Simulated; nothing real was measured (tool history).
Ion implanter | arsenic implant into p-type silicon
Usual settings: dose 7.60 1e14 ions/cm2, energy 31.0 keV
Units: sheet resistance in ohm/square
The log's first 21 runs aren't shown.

run	day	dose	energy	wafers since the last listed run	hours since the last dose calibration	hours since the extraction supply was calibrated	hours since the gauge calibration	read-back reference wafer on the same gauge, sheet resistance	sheet resistance
22	42.058	6.25	37.0	987	745.1	3505.4	243.0	160.07	164.19
23	43.638	5.60	41.5	557	783.0	3543.3	280.9	159.98	176.62
# day 44.404: extraction supply calibrated
24	45.425	7.60	31.0	513	825.9	24.5	323.8	159.90	147.82
25	46.821	9.69	31.0	492	859.4	58.0	357.3	159.92	125.14
# day 49.121: Faraday cup replaced and dose calibrated
26	49.142	7.60	40.5	701	0.5	113.7	413.0	160.07	137.91
27	51.596	5.87	31.0	866	59.4	172.6	471.9	159.90	174.09
28	53.842	7.60	31.0	792	113.3	226.5	525.8	160.07	144.88
29	55.071	9.04	23.0	434	142.8	256.0	555.3	159.97	138.69
30	56.542	8.87	36.5	519	178.1	291.3	590.6	160.13	126.28
31	58.267	8.36	39.0	609	219.5	332.7	632.0	159.95	130.38
32	59.558	7.60	31.0	456	250.5	363.7	663.0	159.89	144.81
33	61.004	9.07	22.5	510	285.2	398.4	697.7	159.96	140.59
34	62.950	8.90	28.0	687	331.9	445.1	744.4	159.90	133.26
35	65.050	9.25	28.0	741	382.3	495.5	794.8	160.02	130.51
36	67.629	5.85	40.0	910	444.2	557.4	856.7	160.06	169.13
37	68.846	8.31	31.0	429	473.4	586.6	885.9	159.88	137.04

Forecast each of these 4 alternatives for the next run:
A	68.862	5.65	31.0	5	473.8	587.0	886.3	?	?
B	68.862	7.60	21.5	5	473.8	587.0	886.3	?	?
C	68.862	8.80	31.0	5	473.8	587.0	886.3	?	?
D	68.862	7.00	23.0	5	473.8	587.0	886.3	?	?

run	read-back reference wafer on the same gauge, sheet resistance	sheet resistance
A	160.10	181.32
B	160.10	157.65
C	160.10	132.10
D	160.10	164.17
Without the tool's hidden state the same runs would have given:
run	sheet resistance
A	180.33
B	156.90
C	131.46
D	163.35
